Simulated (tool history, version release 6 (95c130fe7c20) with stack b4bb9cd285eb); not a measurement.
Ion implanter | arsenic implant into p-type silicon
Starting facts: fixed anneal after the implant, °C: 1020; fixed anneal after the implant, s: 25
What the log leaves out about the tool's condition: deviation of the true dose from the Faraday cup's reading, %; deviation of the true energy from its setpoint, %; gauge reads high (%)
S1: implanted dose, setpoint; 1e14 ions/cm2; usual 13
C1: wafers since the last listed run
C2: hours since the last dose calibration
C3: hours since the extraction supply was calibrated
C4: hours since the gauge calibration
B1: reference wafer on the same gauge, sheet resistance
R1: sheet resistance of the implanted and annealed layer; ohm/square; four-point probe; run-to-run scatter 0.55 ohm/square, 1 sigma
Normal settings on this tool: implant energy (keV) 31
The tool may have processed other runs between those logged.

run 1 hour=0 | S1=13 implant_energy_(keV)=31 | C1=0 C2=498.9 C3=3807.3 C4=1115.8 | B1=99.78 | R1=107.63
run 2 hour=24.7 | S1=13 implant_energy_(keV)=31 | C1=548 C2=523.6 C3=3832 C4=1140.5 | B1=99.91 | R1=107.36
run 3 hour=47.7 | S1=13 implant_energy_(keV)=31 | C1=510 C2=546.6 C3=3855 C4=1163.5 | B1=99.87 | R1=107.98
run 4 hour=60.5 | S1=13 implant_energy_(keV)=31 | C1=284 C2=559.4 C3=3867.8 C4=1176.3 | B1=100.07 | R1=106.73
run 5 hour=75.7 | S1=13 implant_energy_(keV)=31 | C1=337 C2=574.6 C3=3883 C4=1191.5 | B1=100.02 | R1=105.91
run 6 hour=91.9 | S1=13 implant_energy_(keV)=31 | C1=359 C2=590.8 C3=3899.2 C4=1207.7 | B1=100.08 | R1=106.53
run 7 hour=126.4 | S1=13 implant_energy_(keV)=31 | C1=765 C2=625.3 C3=3933.7 C4=1242.2 | B1=100.09 | R1=108.34
run 8 hour=181.7 | S1=10.57 implant_energy_(keV)=34 | C1=1227 C2=680.6 C3=3989 C4=1297.5 | B1=100.01 | R1=118.21
run 9 hour=198.4 | S1=10.57 implant_energy_(keV)=34 | C1=370 C2=697.3 C3=4005.7 C4=1314.2 | B1=99.93 | R1=118.84
run 10 hour=211.1 | S1=13 implant_energy_(keV)=31 | C1=281 C2=710 C3=4018.4 C4=1326.9 | B1=100.06 | R1=108.26
run 11 hour=230.2 | S1=13 implant_energy_(keV)=31 | C1=423 C2=729.1 C3=4037.5 C4=1346 | B1=100.05 | R1=107.44
-- hour=250.5 gauge calibrated
run 12 hour=254.8 | S1=13 implant_energy_(keV)=31 | C1=545 C2=753.7 C3=4062.1 C4=4.3 | B1=96.92 | R1=103.63
run 13 hour=268.8 | S1=13 implant_energy_(keV)=31 | C1=310 C2=767.7 C3=4076.1 C4=18.3 | B1=97.02 | R1=104.05
run 14 hour=299.8 | S1=13 implant_energy_(keV)=31 | C1=688 C2=798.7 C3=4107.1 C4=49.3 | B1=97.38 | R1=104.05
run 15 hour=322.4 | S1=16.68 implant_energy_(keV)=22.5 | C1=501 C2=821.3 C3=4129.7 C4=71.9 | B1=97.42 | R1=101.01
run 16 hour=356.1 | S1=13 implant_energy_(keV)=31 | C1=747 C2=855 C3=4163.4 C4=105.6 | B1=97.55 | R1=104.79
run 17 hour=384.4 | S1=13 implant_energy_(keV)=28 | C1=628 C2=883.3 C3=4191.7 C4=133.9 | B1=97.88 | R1=107.09
run 18 hour=401.9 | S1=14 implant_energy_(keV)=22 | C1=388 C2=900.8 C3=4209.2 C4=151.4 | B1=97.76 | R1=109.75
run 19 hour=427.5 | S1=11.71 implant_energy_(keV)=23 | C1=568 C2=926.4 C3=4234.8 C4=177 | B1=97.87 | R1=116.97
run 20 hour=441.3 | S1=13 implant_energy_(keV)=31 | C1=306 C2=940.2 C3=4248.6 C4=190.8 | B1=97.88 | R1=105.31
run 21 hour=473.3 | S1=14.87 implant_energy_(keV)=31 | C1=710 C2=972.2 C3=4280.6 C4=222.8 | B1=98.04 | R1=98.48
-- hour=488.6 extraction supply calibrated
run 22 hour=503.6 | S1=13 implant_energy_(keV)=31 | C1=494 C2=1002.5 C3=15 C4=253.1 | B1=98.22 | R1=105.61
run 23 hour=524 | S1=10.88 implant_energy_(keV)=28 | C1=452 C2=1022.9 C3=35.4 C4=273.5 | B1=98.16 | R1=118.04
run 24 hour=558.3 | S1=13 implant_energy_(keV)=31 | C1=761 C2=1057.2 C3=69.7 C4=307.8 | B1=98.48 | R1=106.84
-- hour=575.7 Faraday cup replaced and dose calibrated
run 25 hour=576.2 | S1=11.17 implant_energy_(keV)=38.5 | C1=219 C2=0.5 C3=87.6 C4=325.7 | B1=98.56 | R1=109.82
run 26 hour=601.6 | S1=16.67 implant_energy_(keV)=31 | C1=563 C2=25.9 C3=113 C4=351.1 | B1=98.58 | R1=94.05
run 27 hour=618.1 | S1=14.6 implant_energy_(keV)=21 | C1=366 C2=42.4 C3=129.5 C4=367.6 | B1=98.71 | R1=107.45
run 28 hour=632.9 | S1=13 implant_energy_(keV)=31 | C1=328 C2=57.2 C3=144.3 C4=382.4 | B1=98.61 | R1=105.39
run 29 hour=699.9 | S1=14.81 implant_energy_(keV)=26.5 | C1=1487 C2=124.2 C3=211.3 C4=449.4 | B1=98.86 | R1=103.85
run 30 hour=716.1 | S1=13 implant_energy_(keV)=31 | C1=359 C2=140.4 C3=227.5 C4=465.6 | B1=99.04 | R1=106.14
run 31 hour=752.1 | S1=9.29 implant_energy_(keV)=20.5 | C1=798 C2=176.4 C3=263.5 C4=501.6 | B1=98.96 | R1=138.2
run 32 hour=764.4 | S1=13 implant_energy_(keV)=31 | C1=272 C2=188.7 C3=275.8 C4=513.9 | B1=98.97 | R1=105.62
run 33 hour=796.3 | S1=16.23 implant_energy_(keV)=38.5 | C1=707 C2=220.6 C3=307.7 C4=545.8 | B1=98.93 | R1=90.29
run 34 hour=818.2 | S1=9.12 implant_energy_(keV)=22 | C1=486 C2=242.5 C3=329.6 C4=567.7 | B1=99.08 | R1=139.69
run 35 hour=848.7 | S1=15.25 implant_energy_(keV)=20.5 | C1=676 C2=273 C3=360.1 C4=598.2 | B1=99.26 | R1=107.82
run 36 hour=864 | S1=13 implant_energy_(keV)=31 | C1=339 C2=288.3 C3=375.4 C4=613.5 | B1=99.19 | R1=104.84
run 37 hour=894.8 | S1=9.35 implant_energy_(keV)=38.5 | C1=683 C2=319.1 C3=406.2 C4=644.3 | B1=99.34 | R1=124.36

Results per run with the tool's hidden condition removed, run-to-run variation unchanged:
run=1 R1=104.45
run=2 R1=104.18
run=3 R1=104.77
run=4 R1=103.55
run=5 R1=102.74
run=6 R1=103.34
run=7 R1=105.08
run=8 R1=114.62
run=9 R1=115.23
run=10 R1=104.96
run=11 R1=104.16
run=12 R1=103.7
run=13 R1=104.02
run=14 R1=103.81
run=15 R1=100.63
run=16 R1=104.2
run=17 R1=106.32
run=18 R1=108.87
run=19 R1=115.89
run=20 R1=104.27
run=21 R1=97.37
run=22 R1=104.29
run=23 R1=116.46
run=24 R1=105.28
run=25 R1=108.16
run=26 R1=92.55
run=27 R1=105.68
run=28 R1=103.6
run=29 R1=101.91
run=30 R1=104.11
run=31 R1=135.44
run=32 R1=103.48
run=33 R1=88.4
run=34 R1=136.71
run=35 R1=105.45
run=36 R1=102.52
run=37 R1=121.54
